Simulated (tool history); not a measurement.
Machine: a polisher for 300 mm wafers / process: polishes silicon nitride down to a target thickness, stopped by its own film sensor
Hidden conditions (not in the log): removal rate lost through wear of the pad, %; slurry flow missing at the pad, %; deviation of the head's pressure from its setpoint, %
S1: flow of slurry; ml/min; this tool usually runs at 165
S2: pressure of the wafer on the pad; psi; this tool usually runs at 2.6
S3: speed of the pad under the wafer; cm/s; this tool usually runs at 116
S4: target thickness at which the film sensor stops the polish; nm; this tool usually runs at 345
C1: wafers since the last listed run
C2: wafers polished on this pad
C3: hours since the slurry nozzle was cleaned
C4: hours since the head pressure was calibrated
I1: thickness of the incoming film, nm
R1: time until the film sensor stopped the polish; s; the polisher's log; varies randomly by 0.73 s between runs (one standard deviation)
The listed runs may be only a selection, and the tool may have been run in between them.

run,hour,S1,S2,S3,S4,C1,C2,C3,C4,I1,R1
1,0,200,2.6,116,329,0,646,80.6,399,441.7,75.1
2,19.3,200,2.6,116,329,115,761,99.9,418.3,441.5,74.6
3,38.6,200,2.6,116,329,115,876,119.2,437.6,443.5,78.4
4,91.2,165,2.6,116,345,313,1190,171.8,490.2,445.4,72.3
# hour 108.9: worn pad replaced by a new one
5,126.2,165,2.6,116,345,184,102,206.8,525.2,429.7,57.8
6,151.4,165,2.6,116,345,150,253,232,550.4,437.9,63.8
7,174.6,165,2.6,116,345,138,391,255.2,573.6,434,61.3
8,210.6,165,2.6,116,345,214,606,291.2,609.6,445.2,69.1
# hour 256.7: slurry nozzle cleaned
9,314.1,165,2.6,116,345,610,1216,57.4,713.1,449.2,75
# hour 338.6: worn pad replaced by a new one
10,348.7,165,2.6,116,345,182,60,92,747.7,433.6,59.7
11,369.2,165,2.6,136,322,122,182,112.5,768.2,445.3,78.4
12,418.9,165,3.3,116,345,296,478,162.2,817.9,437.7,50.5
13,446.5,165,3.3,116,345,164,642,189.8,845.5,436.3,49
14,461.9,165,3.3,116,345,91,734,205.2,860.9,439.3,51.8
15,488.3,185,2.6,116,345,157,892,231.6,887.3,434.9,61.4
16,504.4,185,2.6,116,345,95,988,247.7,903.4,435.4,59.9
# hour 538.3: worn pad replaced by a new one
17,556.3,185,2.6,116,345,285,107,299.6,955.3,444.3,64.7
18,602.7,165,2.6,116,337,276,383,346,1001.7,432.2,64.3
# hour 611.5: slurry nozzle cleaned
19,620.7,125,2.3,134,369,101,485,9.2,1019.7,432.2,47.3
20,635.7,105,3,116,345,89,574,24.2,1034.7,441.9,62.3
21,667,165,2.6,116,345,186,761,55.5,1066,439.5,62.8
22,691.4,165,2.6,116,337,145,906,79.9,1090.4,437,68.4
# hour 706.2: head pressure recalibrated
# hour 721.7: worn pad replaced by a new one
23,723,165,2.6,116,345,152,7,111.5,16.8,442.7,65.8
24,741.1,165,3.1,116,325,107,115,129.6,34.9,435,62.7
25,772.6,165,2.6,86,345,187,303,161.1,66.4,438.9,73
26,785.5,165,3.4,116,345,76,380,174,79.3,438.3,49.7
27,816.1,165,2.6,116,345,182,562,204.6,109.9,443.6,68.4
28,859.3,220,2.6,116,345,257,820,247.8,153.1,436.3,60.7
29,872.7,165,2.3,116,328,79,900,261.2,166.5,430,78
30,888.1,210,3.1,132,363,91,991,276.6,181.9,433,37.3
# hour 912.1: worn pad replaced by a new one
31,919,110,2.9,102,345,160,40,307.5,212.8,431.4,62.4
# hour 942.6: slurry nozzle cleaned
32,953.7,165,2.6,116,345,200,241,11.1,247.5,436.6,62.5
33,983.3,220,1.9,150,361,176,418,40.7,277.1,433.2,56.2
34,999.5,205,1.9,92,378,96,514,56.9,293.3,432.4,54.1
35,1015.7,165,2.6,116,345,96,611,73.1,309.5,438.2,64.5
36,1047.5,165,2.3,116,345,189,800,104.9,341.3,435.3,71.4
37,1078.5,190,1.8,138,316,184,985,135.9,372.3,441.3,111.6

Here are 3 independent what-if runs from the current tool condition. What would each one return?
A,1078.9,165,2.6,116,345,2,987,136.3,372.7,443,?
B,1078.9,205,2.3,116,345,2,987,136.3,372.7,443,?
C,1078.9,165,2.6,142,357,2,987,136.3,372.7,443,?

run,R1
A,69.3
B,74.9
C,54.9
Take away the tool's hidden state, keep each run's random variation, and the runs would have read:
run,R1
A,65.8
B,71.1
C,52.2
